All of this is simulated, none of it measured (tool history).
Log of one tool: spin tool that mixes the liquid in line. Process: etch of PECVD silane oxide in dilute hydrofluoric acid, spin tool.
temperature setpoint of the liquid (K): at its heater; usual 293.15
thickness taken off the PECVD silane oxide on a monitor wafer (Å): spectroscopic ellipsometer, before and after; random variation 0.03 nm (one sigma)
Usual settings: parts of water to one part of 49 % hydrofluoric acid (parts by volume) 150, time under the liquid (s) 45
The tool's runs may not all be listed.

run	hour	temperature setpoint of the liquid (K)	parts of water to one part of 49 % hydrofluoric acid (parts by volume)	time under the liquid (s)	wafers since the last listed run	hours since the thermometer was replaced	hours since the hydrofluoric acid flow meter was replaced	hours since the gauge calibration	read-back film thickness of the PECVD silane oxide reference wafer, read on the same gauge (nm)	thickness taken off the PECVD silane oxide on a monitor wafer (Å)
1	0.0	294.65	150	55	0	622.3	1210.9	422.2	30.01	67.3
2	22.1	294.65	150	55	153	644.4	1233.0	444.3	30.02	67.6
3	45.5	293.15	150	45	162	667.8	1256.4	467.7	30.05	52.0
4	64.4	293.15	150	45	131	686.7	1275.3	486.6	29.97	52.2
5	96.8	293.15	150	45	225	719.1	1307.7	519.0	29.98	52.4
6	109.0	293.15	150	45	84	731.3	1319.9	531.2	30.01	52.1
7	126.8	293.15	150	45	123	749.1	1337.7	549.0	30.00	52.2
# hour 143.1: gauge calibrated
8	144.9	290.65	150	45	125	767.2	1355.8	1.8	30.01	47.3
# hour 177.2: hydrofluoric acid flow meter replaced
9	194.4	290.65	150	45	337	816.7	17.2	51.3	30.00	52.5
10	212.5	290.65	150	45	125	834.8	35.3	69.4	29.99	52.0
11	231.9	293.15	125	45	134	854.2	54.7	88.8	30.01	70.7
12	266.5	293.15	125	45	240	888.8	89.3	123.4	30.01	71.6
13	281.6	293.15	150	45	105	903.9	104.4	138.5	29.96	57.8
14	296.4	293.15	150	45	102	918.7	119.2	153.3	29.99	57.7
15	310.4	293.15	150	45	97	932.7	133.2	167.3	29.96	57.9
16	328.5	294.65	150	25	125	950.8	151.3	185.4	30.02	34.0
17	362.0	297.65	195	60	233	984.3	184.8	218.9	30.02	66.3
18	391.4	290.15	75	25	204	1013.7	214.2	248.3	30.02	62.1
19	413.2	296.65	200	50	151	1035.5	236.0	270.1	29.98	51.7
# hour 415.0: thermometer replaced
20	432.4	293.15	150	45	126	17.4	255.2	289.3	30.03	54.7
21	463.4	293.15	125	45	215	48.4	286.2	320.3	30.01	67.2
22	495.5	296.15	150	45	223	80.5	318.3	352.4	29.99	61.2
23	519.1	293.15	200	45	164	104.1	341.9	376.0	30.00	38.8
24	539.1	294.65	205	60	139	124.1	361.9	396.0	29.99	52.9
25	566.6	293.15	150	45	191	151.6	389.4	423.5	29.99	54.5
26	580.5	293.15	150	55	96	165.5	403.3	437.4	30.02	66.5
27	608.4	290.65	210	55	194	193.4	431.2	465.3	30.00	40.5
# hour 633.3: gauge calibrated
28	633.5	290.15	90	30	174	218.5	456.3	0.2	30.03	57.1
29	655.6	293.15	170	45	153	240.6	478.4	22.3	30.02	46.9
30	681.6	290.15	150	45	180	266.6	504.4	48.3	29.99	48.1
31	707.5	293.15	150	45	180	292.5	530.3	74.2	30.02	54.5
32	732.1	290.15	115	60	171	317.1	554.9	98.8	29.98	87.1

Hidden state or all else? Some run-to-run changes of thickness taken off the PECVD silane oxide on a monitor wafer (Å), split into what the settings, what came in and random variation would give without the hidden state, and what is left for the hidden state (with any gauge scatter that isn't in both results):
The hidden state here: liquid hotter than its thermometer reads (K); hydrofluoric acid flow below the setpoint (%); gauge reads high (%).
Run 2 -> 3: temperature setpoint of the liquid (K) 294.65 -> 293.15, time under the liquid (s) 55 -> 45. thickness taken off the PECVD silane oxide on a monitor wafer (Å) -15.6: hidden state +1.1, all else -16.7.
Run 8 -> 9: hydrofluoric acid flow meter replaced. thickness taken off the PECVD silane oxide on a monitor wafer (Å) +5.2: hidden state +5.3, all else -0.1.
Run 16 -> 17: temperature setpoint of the liquid (K) 294.65 -> 297.65, parts of water to one part of 49 % hydrofluoric acid (parts by volume) 150 -> 195, time under the liquid (s) 25 -> 60. thickness taken off the PECVD silane oxide on a monitor wafer (Å) +32.3: hidden state +0.8, all else +31.5.
Run 19 -> 20: temperature setpoint of the liquid (K) 296.65 -> 293.15, parts of water to one part of 49 % hydrofluoric acid (parts by volume) 200 -> 150, time under the liquid (s) 50 -> 45, thermometer replaced. thickness taken off the PECVD silane oxide on a monitor wafer (Å) +3.0: hidden state -2.5, all else +5.5.
Run 26 -> 27: temperature setpoint of the liquid (K) 293.15 -> 290.65, parts of water to one part of 49 % hydrofluoric acid (parts by volume) 150 -> 210. thickness taken off the PECVD silane oxide on a monitor wafer (Å) -26.0: hidden state +0.5, all else -26.5.
Run 31 -> 32: temperature setpoint of the liquid (K) 293.15 -> 290.15, parts of water to one part of 49 % hydrofluoric acid (parts by volume) 150 -> 115, time under the liquid (s) 45 -> 60. thickness taken off the PECVD silane oxide on a monitor wafer (Å) +32.6: hidden state -0.8, all else +33.4.
